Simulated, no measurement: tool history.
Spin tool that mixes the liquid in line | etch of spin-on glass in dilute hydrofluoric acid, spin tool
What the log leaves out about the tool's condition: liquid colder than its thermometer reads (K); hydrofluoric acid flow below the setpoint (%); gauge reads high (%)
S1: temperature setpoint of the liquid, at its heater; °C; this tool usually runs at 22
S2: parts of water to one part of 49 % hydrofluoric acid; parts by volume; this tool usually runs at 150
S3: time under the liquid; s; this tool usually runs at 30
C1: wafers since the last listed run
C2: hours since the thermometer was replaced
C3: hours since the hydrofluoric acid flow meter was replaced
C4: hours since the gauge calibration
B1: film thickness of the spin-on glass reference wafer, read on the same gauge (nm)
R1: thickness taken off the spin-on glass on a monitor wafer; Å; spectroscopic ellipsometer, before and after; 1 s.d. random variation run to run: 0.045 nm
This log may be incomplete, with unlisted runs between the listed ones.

run 1 hour=0 | S1=22 S2=150 S3=30 | C1=0 C2=129.2 C3=598.8 C4=944 | B1=80.01 | R1=78.3
run 2 hour=40.2 | S1=22 S2=150 S3=30 | C1=633 C2=169.4 C3=639 C4=984.2 | B1=79.98 | R1=78.3
run 3 hour=73.5 | S1=22 S2=150 S3=30 | C1=524 C2=202.7 C3=672.3 C4=1017.5 | B1=79.98 | R1=78.1
run 4 hour=132.9 | S1=22 S2=150 S3=30 | C1=935 C2=262.1 C3=731.7 C4=1076.9 | B1=80.06 | R1=78
run 5 hour=240.1 | S1=22 S2=150 S3=40 | C1=1688 C2=369.3 C3=838.9 C4=1184.1 | B1=80.02 | R1=103.3
run 6 hour=269.1 | S1=22 S2=150 S3=30 | C1=456 C2=398.3 C3=867.9 C4=1213.1 | B1=80.01 | R1=77.4
run 7 hour=326.8 | S1=18.5 S2=180 S3=30 | C1=908 C2=456 C3=925.6 C4=1270.8 | B1=80.02 | R1=54
run 8 hour=394.8 | S1=18.5 S2=180 S3=30 | C1=1070 C2=524 C3=993.6 C4=1338.8 | B1=80.02 | R1=53
-- hour=453.8 gauge calibrated
run 9 hour=454.7 | S1=24 S2=85 S3=35 | C1=943 C2=583.9 C3=1053.5 C4=0.9 | B1=80 | R1=184.9
run 10 hour=498.6 | S1=22 S2=185 S3=30 | C1=691 C2=627.8 C3=1097.4 C4=44.8 | B1=80.01 | R1=59.7
run 11 hour=552.9 | S1=19 S2=180 S3=30 | C1=855 C2=682.1 C3=1151.7 C4=99.1 | B1=79.95 | R1=54
-- hour=557.1 hydrofluoric acid flow meter replaced
run 12 hour=624.3 | S1=22 S2=100 S3=40 | C1=1108 C2=753.5 C3=67.2 C4=170.5 | B1=80.05 | R1=167.1
-- hour=730.1 thermometer replaced
run 13 hour=832.1 | S1=22 S2=150 S3=40 | C1=3256 C2=102 C3=275 C4=378.3 | B1=79.98 | R1=107.3
run 14 hour=894.9 | S1=18 S2=190 S3=45 | C1=988 C2=164.8 C3=337.8 C4=441.1 | B1=79.99 | R1=77.1
run 15 hour=944.8 | S1=22 S2=180 S3=30 | C1=785 C2=214.7 C3=387.7 C4=491 | B1=80.01 | R1=64.3
run 16 hour=996.5 | S1=22 S2=150 S3=30 | C1=814 C2=266.4 C3=439.4 C4=542.7 | B1=79.99 | R1=79.8
run 17 hour=1084.8 | S1=22 S2=150 S3=30 | C1=1390 C2=354.7 C3=527.7 C4=631 | B1=79.98 | R1=78.5

What if the next run were any one of these 3? Each begins from the tool's condition after run 17:
run A hour=1085.2 | S1=22 S2=150 S3=30 | C1=6 C2=355.1 C3=528.1 C4=631.4 | B1=? | R1=?
run B hour=1085.2 | S1=22 S2=150 S3=15 | C1=6 C2=355.1 C3=528.1 C4=631.4 | B1=? | R1=?
run C hour=1085.2 | S1=23.5 S2=200 S3=15 | C1=6 C2=355.1 C3=528.1 C4=631.4 | B1=? | R1=?

run=A B1=80.02 R1=79.2
run=B B1=80.02 R1=39.6
run=C B1=80.02 R1=29.8
Take away the tool's hidden state, keep each run's random variation, and the runs would have read:
run=A R1=82.3
run=B R1=41.1
run=C R1=30.9

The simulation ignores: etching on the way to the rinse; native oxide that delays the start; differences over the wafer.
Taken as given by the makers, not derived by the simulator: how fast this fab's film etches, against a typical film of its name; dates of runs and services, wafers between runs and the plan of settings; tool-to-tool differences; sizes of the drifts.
